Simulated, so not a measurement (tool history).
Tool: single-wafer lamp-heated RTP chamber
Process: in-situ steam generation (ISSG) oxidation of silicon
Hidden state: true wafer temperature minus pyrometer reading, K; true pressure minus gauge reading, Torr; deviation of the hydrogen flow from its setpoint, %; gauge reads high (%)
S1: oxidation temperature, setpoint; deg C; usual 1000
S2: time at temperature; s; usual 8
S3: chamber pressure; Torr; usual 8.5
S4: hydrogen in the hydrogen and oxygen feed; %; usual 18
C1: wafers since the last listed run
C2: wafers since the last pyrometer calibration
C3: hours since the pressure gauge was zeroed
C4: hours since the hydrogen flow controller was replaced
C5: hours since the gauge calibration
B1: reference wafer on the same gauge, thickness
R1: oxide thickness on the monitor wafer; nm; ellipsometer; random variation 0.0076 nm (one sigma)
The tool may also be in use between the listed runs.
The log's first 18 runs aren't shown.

Run 19, hour 828.5: usual settings but S3 8.9 Torr, S4 21 %; C1 475; C2 1488; C3 312.4; C4 2853.7; C5 445.4; B1 3.194. Result: R1 3.335 nm.
Run 20, hour 860.4: usual settings; C1 323; C2 1812; C3 344.3; C4 2885.6; C5 477.3; B1 3.195. Result: R1 3.224 nm.
Run 21, hour 906.3: usual settings; C1 465; C2 2277; C3 390.2; C4 2931.5; C5 523.2; B1 3.201. Result: R1 3.236 nm.
Run 22, hour 934.5: usual settings but S1 994 deg C, S2 10 s, S3 7.9 Torr, S4 27 %; C1 285; C2 2563; C3 418.4; C4 2959.7; C5 551.4; B1 3.201. Result: R1 3.891 nm.
Run 23, hour 968.8: usual settings but S1 986 deg C, S2 5 s, S3 9.8 Torr, S4 24 %; C1 347; C2 2910; C3 452.7; C4 2994.0; C5 585.7; B1 3.200. Result: R1 2.733 nm.
Run 24, hour 1021.4: usual settings but S4 26 %; C1 533; C2 3443; C3 505.3; C4 3046.6; C5 638.3; B1 3.208. Result: R1 3.567 nm.
At hour 1043.7: pyrometer window cleaned and pyrometer calibrated.
Run 25, hour 1076.8: usual settings but S1 1015 deg C, S3 7.6 Torr; C1 480; C2 335; C3 560.7; C4 3102.0; C5 693.7; B1 3.209. Result: R1 3.391 nm.
Run 26, hour 1115.2: usual settings; C1 389; C2 724; C3 599.1; C4 3140.4; C5 732.1; B1 3.213. Result: R1 3.259 nm.
At hour 1231.9: hydrogen flow controller replaced.
Run 27, hour 1322.4: usual settings but S1 991 deg C, S2 7 s, S3 7.1 Torr, S4 22 %; C1 2018; C2 2743; C3 806.3; C4 90.5; C5 939.3; B1 3.229. Result: R1 3.171 nm.
At hour 1371.2: pyrometer window cleaned and pyrometer calibrated.
Run 28, hour 1521.6: usual settings; C1 1937; C2 1524; C3 1005.5; C4 289.7; C5 1138.5; B1 3.248. Result: R1 3.268 nm.
Run 29, hour 1547.0: usual settings; C1 257; C2 1781; C3 1030.9; C4 315.1; C5 1163.9; B1 3.247. Result: R1 3.267 nm.
Run 30, hour 1581.6: usual settings but S1 993 deg C, S2 9 s; C1 350; C2 2132; C3 1065.5; C4 349.7; C5 1198.5; B1 3.257. Result: R1 3.385 nm.
Run 31, hour 1638.4: usual settings; C1 575; C2 2707; C3 1122.3; C4 406.5; C5 1255.3; B1 3.260. Result: R1 3.286 nm.

4 ways to go on from here, each from the tool as it stands after run 31. What would each give?
Run A, hour 1638.9: usual settings but S4 11 %; C1 5; C2 2712; C3 1122.8; C4 407.0; C5 1255.8; B1 ?. Result: R1 ?.
Run B, hour 1638.9: usual settings but S3 8.1 Torr, S4 14 %; C1 5; C2 2712; C3 1122.8; C4 407.0; C5 1255.8; B1 ?. Result: R1 ?.
Run C, hour 1638.9: usual settings but S3 9.5 Torr; C1 5; C2 2712; C3 1122.8; C4 407.0; C5 1255.8; B1 ?. Result: R1 ?.
Run D, hour 1638.9: usual settings but S1 1006 deg C, S2 10 s; C1 5; C2 2712; C3 1122.8; C4 407.0; C5 1255.8; B1 ?. Result: R1 ?.

run     B1     R1
  A  3.260  2.926
  B  3.260  3.102
  C  3.260  3.259
  D  3.260  3.693
Without the tool's hidden state the same runs would have given:
run     R1
  A  2.855
  B  3.027
  C  3.180
  D  3.603

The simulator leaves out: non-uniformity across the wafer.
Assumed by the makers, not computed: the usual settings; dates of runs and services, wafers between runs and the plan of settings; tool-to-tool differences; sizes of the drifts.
